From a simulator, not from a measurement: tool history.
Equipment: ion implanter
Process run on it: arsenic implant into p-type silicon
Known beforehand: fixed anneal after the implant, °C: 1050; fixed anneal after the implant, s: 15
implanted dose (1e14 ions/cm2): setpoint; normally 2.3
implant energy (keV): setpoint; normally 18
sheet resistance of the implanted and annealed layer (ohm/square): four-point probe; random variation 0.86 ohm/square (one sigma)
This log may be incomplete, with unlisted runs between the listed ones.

run,day,implanted dose (1e14 ions/cm2),implant energy (keV),"read-back reference wafer on the same gauge, sheet resistance",sheet resistance of the implanted and annealed layer (ohm/square)
1,0,2.3,18,345.82,353.35
2,0.454,2.3,18,346,353.3
3,0.875,2.3,18,345.87,353.15
4,1.533,2.3,18,345.76,353.76
5,2.121,2.3,18,346.05,353.15
6,2.842,2.3,18,346.11,351.94
7,3.362,2.3,18,345.96,352.08
8,3.871,2.3,18,346.13,351.75
9,4.554,2.3,18,346.01,352.11
10,5.192,2.78,18,345.98,305.19
11,5.925,2.78,18,346.1,304.92
12,6.488,2.78,18,345.99,304.51
13,6.821,2.3,18,346.01,351.92
# day 7.317: extraction supply calibrated
14,7.338,2.3,18,346.11,351.73
15,7.621,2.3,18,345.76,352.32
# day 8.129: Faraday cup replaced and dose calibrated
16,8.15,1.92,13,346.1,432.93
17,8.588,1.92,13,345.96,435.5
18,8.908,2.78,18,345.73,314.69
19,9.496,2.91,14.5,345.85,310.37
20,9.879,2.1,16.5,345.97,394.87
21,10.433,2.99,12.5,346.15,308.66
22,10.929,1.65,12.5,345.99,488.25
23,11.292,2.1,18,346.18,389.35
24,12.242,2.3,18,345.74,363.07
25,12.792,2.89,18,346.07,304.36
26,13.321,2.88,18,345.82,306.82
# day 13.567: gauge calibrated
27,13.617,2.3,15,346.35,369.72
28,14.204,1.8,15.5,345.88,444.74
29,16.392,2.01,18,345.98,398.51
30,16.704,2.3,18,345.82,361.06
31,17.346,2.84,21,346.32,301.99
32,18.071,2.3,18,345.96,359.62
33,18.717,2.7,18,345.96,318.69
34,19.112,1.88,24.5,346.18,401.88
35,19.8,2.74,18,345.86,314.15

Each run again, without the hidden state but with its own random variation kept:
Unlogged tool condition in this case: deviation of the true dose from the Faraday cup's reading, %; deviation of the true energy from its setpoint, %; gauge reads high (%).
run,sheet resistance of the implanted and annealed layer (ohm/square)
1,366.26
2,366.23
3,366.1
4,366.78
5,366.17
6,364.95
7,365.12
8,364.81
9,365.21
10,316.61
11,316.35
12,315.95
13,365.11
14,364.93
15,365.56
16,433.72
17,436.65
18,315.7
19,311.71
20,396.83
21,310.51
22,491.56
23,392.2
24,366.3
25,307.34
26,310.06
27,373.81
28,449.98
29,404.36
30,366.54
31,306.82
32,365.68
33,324.32
34,408.93
35,320.08
